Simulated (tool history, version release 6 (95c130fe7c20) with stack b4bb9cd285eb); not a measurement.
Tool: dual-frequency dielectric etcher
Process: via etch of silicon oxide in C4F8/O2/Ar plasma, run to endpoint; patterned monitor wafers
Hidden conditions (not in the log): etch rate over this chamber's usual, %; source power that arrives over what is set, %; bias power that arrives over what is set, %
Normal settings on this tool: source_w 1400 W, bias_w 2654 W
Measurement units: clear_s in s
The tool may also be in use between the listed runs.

run     day  source_w  bias_w  wafers since the last listed run  hours since the last wet clean  hours since the last source power generator calibration  hours since the last bias power generator calibration  hours since the last upper electrode change  incoming incoming film thickness, nm  clear_s
  1       0      1400    2654                                 0                            25.8                                                   3003.3                                                 2979.3                                       4581.9                                1185.9    249.8
  2    0.95      1400    2654                               127                            48.6                                                   3026.1                                                 3002.1                                       4604.7                                1197.3    250.4
      2.388  -- bias power generator calibrated
  3   2.408      1470    2123                               174                            83.6                                                   3061.1                                                    0.5                                       4639.7                                1181.9    260.8
  4   2.996      1470    2123                                79                            97.7                                                   3075.2                                                   14.6                                       4653.8                                1180.2    258.4
      3.967  -- source power generator calibrated
      4.471  -- upper electrode replaced
  5   4.492      1570    3170                               110                           133.6                                                     12.6                                                   50.5                                          0.5                                1187.9    240.3
  6   4.525      1570    3170                                 4                           134.4                                                     13.4                                                   51.3                                          1.3                                1182.6    237.1
  7   5.379      1400    2654                               115                           154.9                                                     33.9                                                   71.8                                         21.8                                1173.5    251.5
  8   6.267      1400    2654                               119                           176.2                                                     55.2                                                   93.1                                         43.1                                1189.7    256.9
  9   7.412      1400    2654                               154                           203.7                                                     82.7                                                  120.6                                         70.6                                1179.6    255.7
 10   8.321      1400    2654                               122                           225.5                                                    104.5                                                  142.4                                         92.4                                1186.5    260.9
 11   8.854      1400    2654                                71                           238.3                                                    117.3                                                  155.2                                        105.2                                1172.2    256.8
 12  11.333      1570    2654                               334                           297.8                                                    176.8                                                  214.7                                        164.7                                1180.2    250.7
 13  12.729      1530    2153                               188                           331.3                                                    210.3                                                  248.2                                        198.2                                1178.5    266.7
 14   13.75      1640    2098                               137                           355.8                                                    234.8                                                  272.7                                        222.7                                1184.7    266.9
 15  14.342      1400    2654                                79                             370                                                      249                                                  286.9                                        236.9                                  1171    260.1
     15.967  -- wet clean of the chamber
 16  15.988      1630    2297                                87                             0.5                                                    288.5                                                  326.4                                        276.4                                1177.9    245.4
 17  16.404      1400    3282                                56                            10.5                                                    298.5                                                  336.4                                        286.4                                1187.2    239.1
 18  17.717      1070    2200                               176                              42                                                      330                                                  367.9                                        317.9                                1196.3    283.8
 19  19.033      1270    3032                               177                            73.6                                                    361.6                                                  399.5                                        349.5                                1193.9    257.2
 20    19.9      1400    2654                               116                            94.4                                                    382.4                                                  420.3                                        370.3                                1192.4    256.9
 21  20.567      1400    2654                                89                           110.4                                                    398.4                                                  436.3                                        386.3                                1178.5    257.6
 22  21.917      1720    2904                               181                           142.8                                                    430.8                                                  468.7                                        418.7                                1189.7    240.2

Forecast run 23:
 23  22.846      1400    2834                               125                           165.1                                                    453.1                                                    491                                          441                                1190.6        ?

Logged for run 23: clear_s 255.2 s.
On a tool with no hidden condition, and with the same random variation, this run would have come out at clear_s 249.2 s.
